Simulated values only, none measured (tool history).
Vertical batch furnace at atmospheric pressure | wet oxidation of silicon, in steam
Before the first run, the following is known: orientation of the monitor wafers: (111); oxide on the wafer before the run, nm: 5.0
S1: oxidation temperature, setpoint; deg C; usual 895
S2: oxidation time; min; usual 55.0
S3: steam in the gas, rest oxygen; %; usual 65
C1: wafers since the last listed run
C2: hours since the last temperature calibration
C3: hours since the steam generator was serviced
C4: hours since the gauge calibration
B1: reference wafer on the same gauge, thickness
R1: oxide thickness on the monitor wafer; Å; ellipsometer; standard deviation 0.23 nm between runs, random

| run | hour | S1 | S2 | S3 | C1 | C2 | C3 | C4 | B1 | R1 |
|---|---|---|---|---|---|---|---|---|---|---|
| 1 | 0.0 | 895 | 34.0 | 65 | 0 | 4853.3 | 2208.0 | 114.2 | 168.03 | 935.6 |
| 2 | 7.6 | 895 | 34.0 | 65 | 113 | 4860.9 | 2215.6 | 121.8 | 167.95 | 937.3 |
| 3 | 25.8 | 895 | 55.0 | 59 | 271 | 4879.1 | 2233.8 | 140.0 | 168.00 | 1293.3 |
| 4 | 33.2 | 895 | 55.0 | 59 | 110 | 4886.5 | 2241.2 | 147.4 | 168.05 | 1291.1 |
| 5 | 46.8 | 895 | 55.0 | 65 | 202 | 4900.1 | 2254.8 | 161.0 | 168.03 | 1406.9 |
| 6 | 61.1 | 895 | 55.0 | 65 | 213 | 4914.4 | 2269.1 | 175.3 | 167.97 | 1404.8 |
|  | 91.3 | thermocouples replaced and temperature profile calibrated |
| 7 | 91.8 | 895 | 55.0 | 65 | 99 | 0.5 | 2299.8 | 206.0 | 168.00 | 1404.8 |
| 8 | 96.7 | 895 | 55.0 | 65 | 73 | 5.4 | 2304.7 | 210.9 | 168.07 | 1404.2 |
| 9 | 101.5 | 895 | 40.0 | 65 | 71 | 10.2 | 2309.5 | 215.7 | 168.06 | 1073.9 |
| 10 | 107.9 | 915 | 32.5 | 76 | 95 | 16.6 | 2315.9 | 222.1 | 168.01 | 1319.8 |
|  | 113.7 | gauge calibrated |
|  | 133.6 | steam generator serviced |
| 11 | 134.1 | 895 | 55.0 | 58 | 32 | 42.8 | 0.5 | 20.4 | 167.95 | 1359.2 |
| 12 | 139.0 | 910 | 55.0 | 65 | 73 | 47.7 | 5.4 | 25.3 | 167.84 | 1789.8 |
| 13 | 156.2 | 873 | 34.0 | 54 | 256 | 64.9 | 22.6 | 42.5 | 168.06 | 616.6 |
| 14 | 176.3 | 895 | 55.0 | 65 | 299 | 85.0 | 42.7 | 62.6 | 167.89 | 1492.2 |
| 15 | 186.0 | 908 | 48.0 | 71 | 144 | 94.7 | 52.4 | 72.3 | 168.07 | 1679.5 |
| 16 | 205.7 | 895 | 55.0 | 65 | 293 | 114.4 | 72.1 | 92.0 | 167.95 | 1491.3 |

Branching from run 16: 4 alternative next runs. What would each branch give?
| A | 210.7 | 895 | 55.0 | 65 | 74 | 119.4 | 77.1 | 97.0 | ? | ? |
| B | 210.7 | 917 | 45.0 | 65 | 74 | 119.4 | 77.1 | 97.0 | ? | ? |
| C | 210.7 | 895 | 55.0 | 55 | 74 | 119.4 | 77.1 | 97.0 | ? | ? |
| D | 210.7 | 895 | 55.0 | 62 | 74 | 119.4 | 77.1 | 97.0 | ? | ? |

| run | B1 | R1 |
|---|---|---|
| A | 168.12 | 1492.5 |
| B | 168.12 | 1638.6 |
| C | 168.12 | 1297.6 |
| D | 168.12 | 1434.8 |
With no hidden state in the tool, these same runs would have given:
| run | R1 |
|---|---|
| A | 1509.1 |
| B | 1656.2 |
| C | 1312.2 |
| D | 1450.8 |
